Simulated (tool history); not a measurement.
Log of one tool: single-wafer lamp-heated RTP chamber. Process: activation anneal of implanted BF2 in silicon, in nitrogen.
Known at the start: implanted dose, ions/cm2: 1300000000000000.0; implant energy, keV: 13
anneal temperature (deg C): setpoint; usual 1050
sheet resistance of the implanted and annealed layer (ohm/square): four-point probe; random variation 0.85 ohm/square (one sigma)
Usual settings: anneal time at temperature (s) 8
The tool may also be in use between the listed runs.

run	day	anneal temperature (deg C)	anneal time at temperature (s)	wafers since the last listed run	wafers since the last pyrometer calibration	wafers since the reflector plate was cleaned	hours since the gauge calibration	read-back reference wafer on the same gauge, sheet resistance	sheet resistance of the implanted and annealed layer (ohm/square)
1	0.000	1050	8	0	1257	10252	130.8	191.06	167.61
2	0.371	1050	8	129	1386	10381	139.7	191.06	166.45
3	1.062	1050	8	241	1628	10623	156.3	191.13	164.04
4	1.517	1050	8	158	1787	10782	167.2	191.04	164.81
5	1.988	1050	8	164	1951	10946	178.5	191.32	162.85
6	2.554	1050	8	197	2149	11144	192.1	190.89	162.29
7	3.267	1029	8	248	2398	11393	209.2	191.19	190.44
# day 3.346: gauge calibrated
8	3.692	1029	8	148	2546	11541	8.3	190.88	190.67
9	3.988	1029	8	103	2649	11645	15.4	191.10	188.65
# day 4.742: reflector plate cleaned
10	4.762	1050	8	154	2804	6	34.0	191.06	160.11
11	4.850	1036	8	30	2834	37	36.1	191.17	176.31
12	5.162	1035	4	109	2943	146	43.6	190.75	207.09
# day 6.504: pyrometer window cleaned and pyrometer calibrated
13	7.233	1050	8	606	254	753	93.3	190.92	168.59
14	7.846	1058	9	213	468	967	108.0	190.75	153.98
15	8.475	1073	11	219	688	1187	123.1	190.99	138.21
16	9.038	1073	6	196	884	1383	136.6	191.01	154.37
17	9.288	1050	6	87	972	1470	142.6	191.08	180.20
18	9.633	1063	12	120	1093	1591	150.9	191.30	141.96
19	9.946	1050	8	109	1202	1700	158.4	191.16	167.33
20	10.467	1039	12	181	1384	1882	170.9	190.94	164.89

4 ways to go on from here, each from the tool as it stands after run 20. What would each give?
A	10.483	1050	8	5	1389	1888	171.3	?	?
B	10.483	1073	10	5	1389	1888	171.3	?	?
C	10.483	1080	11	5	1389	1888	171.3	?	?
D	10.483	1023	8	5	1389	1888	171.3	?	?

run	read-back reference wafer on the same gauge, sheet resistance	sheet resistance of the implanted and annealed layer (ohm/square)
A	190.72	168.34
B	190.72	141.15
C	190.72	133.67
D	190.72	209.76
Without the tool's hidden state the same runs would have given:
run	sheet resistance of the implanted and annealed layer (ohm/square)
A	170.75
B	142.59
C	135.10
D	213.35
